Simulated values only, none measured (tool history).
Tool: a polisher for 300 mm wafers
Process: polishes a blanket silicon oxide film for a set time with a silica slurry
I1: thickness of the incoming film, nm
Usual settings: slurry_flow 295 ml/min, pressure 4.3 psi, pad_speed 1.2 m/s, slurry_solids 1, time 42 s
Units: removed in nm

run 1 day=0 | slurry_flow=295 pressure=4.3 pad_speed=1.2 slurry_solids=1 time=42 | I1=1696.2 | removed=130.2
run 2 day=2.992 | slurry_flow=295 pressure=3 pad_speed=1.2 slurry_solids=1.25 time=42 | I1=1666.5 | removed=99.9
run 3 day=3.967 | slurry_flow=295 pressure=4.3 pad_speed=1.2 slurry_solids=1 time=42 | I1=1648.4 | removed=129.1
run 4 day=5.4 | slurry_flow=295 pressure=4.3 pad_speed=1.52 slurry_solids=1 time=38 | I1=1663.7 | removed=143.6
run 5 day=6.238 | slurry_flow=295 pressure=4.3 pad_speed=1.06 slurry_solids=1 time=27 | I1=1678.7 | removed=75.8
run 6 day=7.558 | slurry_flow=295 pressure=4.3 pad_speed=1.2 slurry_solids=1 time=51 | I1=1693.2 | removed=158.8
run 7 day=8.825 | slurry_flow=295 pressure=4.3 pad_speed=1.2 slurry_solids=1 time=42 | I1=1638.3 | removed=146.1
run 8 day=9.458 | slurry_flow=295 pressure=4.3 pad_speed=1.2 slurry_solids=0.9 time=42 | I1=1665 | removed=140.2
run 9 day=10.412 | slurry_flow=295 pressure=4.3 pad_speed=1.2 slurry_solids=1 time=42 | I1=1669.8 | removed=146.2
run 10 day=11.742 | slurry_flow=295 pressure=3.5 pad_speed=1.5 slurry_solids=1 time=55 | I1=1639.4 | removed=185.4
run 11 day=13.054 | slurry_flow=295 pressure=4.3 pad_speed=0.8 slurry_solids=1.15 time=42 | I1=1669.3 | removed=109.5
run 12 day=14.075 | slurry_flow=295 pressure=3.5 pad_speed=1.5 slurry_solids=1 time=55 | I1=1690.3 | removed=182.5
run 13 day=18.425 | slurry_flow=295 pressure=4.3 pad_speed=1.2 slurry_solids=1 time=42 | I1=1673.2 | removed=142.5
run 14 day=19.396 | slurry_flow=295 pressure=4.3 pad_speed=1.2 slurry_solids=1 time=42 | I1=1681.2 | removed=145.5
run 15 day=20.421 | slurry_flow=295 pressure=3.1 pad_speed=1.2 slurry_solids=0.75 time=29 | I1=1670.3 | removed=63.2
run 16 day=21.188 | slurry_flow=295 pressure=4.3 pad_speed=0.88 slurry_solids=1 time=29 | I1=1651.9 | removed=77.5
run 17 day=22.45 | slurry_flow=295 pressure=4.3 pad_speed=0.9 slurry_solids=1 time=49 | I1=1663.1 | removed=128.7
run 18 day=23.558 | slurry_flow=295 pressure=2.8 pad_speed=1.48 slurry_solids=1 time=42 | I1=1705.6 | removed=110.8
run 19 day=24.85 | slurry_flow=295 pressure=4.3 pad_speed=1.46 slurry_solids=1 time=42 | I1=1696 | removed=166.9
run 20 day=25.817 | slurry_flow=295 pressure=4.3 pad_speed=0.94 slurry_solids=1 time=42 | I1=1633.5 | removed=117.6
run 21 day=26.471 | slurry_flow=295 pressure=4.3 pad_speed=1.2 slurry_solids=1 time=42 | I1=1705.6 | removed=143.2
run 22 day=27.792 | slurry_flow=295 pressure=4.3 pad_speed=1.2 slurry_solids=1 time=42 | I1=1669.2 | removed=136.9
run 23 day=28.612 | slurry_flow=295 pressure=4.3 pad_speed=1.58 slurry_solids=1.15 time=48 | I1=1664.9 | removed=210.6
run 24 day=29.825 | slurry_flow=295 pressure=4.3 pad_speed=1.2 slurry_solids=1 time=42 | I1=1702.7 | removed=140.9

Taken out of this log: 9 entries between the listed runs. Where each belongs, and how the hidden state differs across it:
Between runs 1 and 2: conditioning disc replaced and pad reconditioned (day 0.35)
  deviation of the head's pressure from its setpoint, %: -10.3 -> -10.9
  measured less the result without the state, removed: -14.8 -> -12.2 nm
Between runs 5 and 6: worn pad replaced by a new one (day 6.6)
  deviation of the head's pressure from its setpoint, %: -11.5 -> -11.8
  measured less the result without the state, removed: -9.9 -> -21.2 nm
Between runs 6 and 7: head pressure recalibrated (day 8.796)
  deviation of the head's pressure from its setpoint, %: -11.8 -> -1.01
  measured less the result without the state, removed: -21.2 -> -1.5 nm
Between runs 9 and 10: slurry blender recalibrated (day 10.858)
  deviation of the head's pressure from its setpoint, %: -1.33 -> -1.61
  measured less the result without the state, removed: -2 -> -3 nm
Between runs 11 and 12: slurry nozzle cleaned (day 13.396)
  deviation of the head's pressure from its setpoint, %: -1.88 -> -2.08
  measured less the result without the state, removed: -2.1 -> -3.9 nm
Between runs 12 and 13: worn pad replaced by a new one (day 17.217); conditioning disc replaced and pad reconditioned (day 17.567)
  deviation of the head's pressure from its setpoint, %: -2.08 -> -2.98
  measured less the result without the state, removed: -3.9 -> -4.3 nm
Between runs 15 and 16: slurry blender recalibrated (day 20.846)
  deviation of the head's pressure from its setpoint, %: -3.39 -> -3.54
  measured less the result without the state, removed: -2.3 -> -2.9 nm
Between runs 20 and 21: worn pad replaced by a new one (day 26.275)
  deviation of the head's pressure from its setpoint, %: -4.49 -> -4.63
  measured less the result without the state, removed: -5.5 -> -7 nm

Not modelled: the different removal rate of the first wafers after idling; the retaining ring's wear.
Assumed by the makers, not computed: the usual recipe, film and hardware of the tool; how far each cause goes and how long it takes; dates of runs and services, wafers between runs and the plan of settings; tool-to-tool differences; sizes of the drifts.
